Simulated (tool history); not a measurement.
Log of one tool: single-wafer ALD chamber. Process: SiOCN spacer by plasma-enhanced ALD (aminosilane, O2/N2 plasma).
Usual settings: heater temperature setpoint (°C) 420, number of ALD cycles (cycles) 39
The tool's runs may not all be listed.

run    hour  heater temperature setpoint (°C)  number of ALD cycles (cycles)  read-back reference wafer on the same gauge, thickness_nm  mean film thickness on the monitor wafer (Å)
  1     0.0                               429                             39                                                      2.539                                         20.84
  2    81.6                               429                             39                                                      2.540                                         20.89
  3   159.8                               413                             39                                                      2.541                                         21.75
  4   229.9                               413                             39                                                      2.540                                         21.74
  5   320.4                               413                             39                                                      2.539                                         21.81
  6   383.8                               409                             39                                                      2.540                                         22.02
  7   467.1                               409                             39                                                      2.540                                         21.97
  8   511.0                               409                             39                                                      2.540                                         21.95
  9   551.8                               414                             39                                                      2.540                                         21.59
 10   638.1                               414                             39                                                      2.542                                         21.51
 11   740.7                               420                             39                                                      2.540                                         21.17
      780.9  -- thermocouple changed; heater temperature recalibrated
 12   806.3                               420                             39                                                      2.539                                         21.51
      822.2  -- gauge calibrated
 13   862.5                               409                             39                                                      2.541                                         22.25
 14   915.6                               411                             45                                                      2.540                                         25.43
 15   955.6                               415                             46                                                      2.540                                         25.68
 16   994.5                               407                             37                                                      2.540                                         21.20
 17  1041.9                               407                             35                                                      2.540                                         20.09
 18  1114.1                               415                             45                                                      2.540                                         25.27
 19  1208.7                               435                             42                                                      2.540                                         22.39
 20  1310.1                               407                             33                                                      2.540                                         18.90
 21  1366.6                               426                             46                                                      2.538                                         25.00
 22  1416.6                               410                             39                                                      2.539                                         22.10

Forecast each of these 3 alternatives for the next run:
  A  1417.1                               420                             39                                                          ?                                             ?
  B  1417.1                               410                             36                                                          ?                                             ?
  C  1417.1                               428                             33                                                          ?                                             ?

run  read-back reference wafer on the same gauge, thickness_nm  mean film thickness on the monitor wafer (Å)
  A                                                      2.539                                         21.51
  B                                                      2.539                                         20.42
  C                                                      2.539                                         17.79
Without the tool's hidden state the same runs would have given:
run  mean film thickness on the monitor wafer (Å)
  A                                         21.53
  B                                         20.43
  C                                         17.81
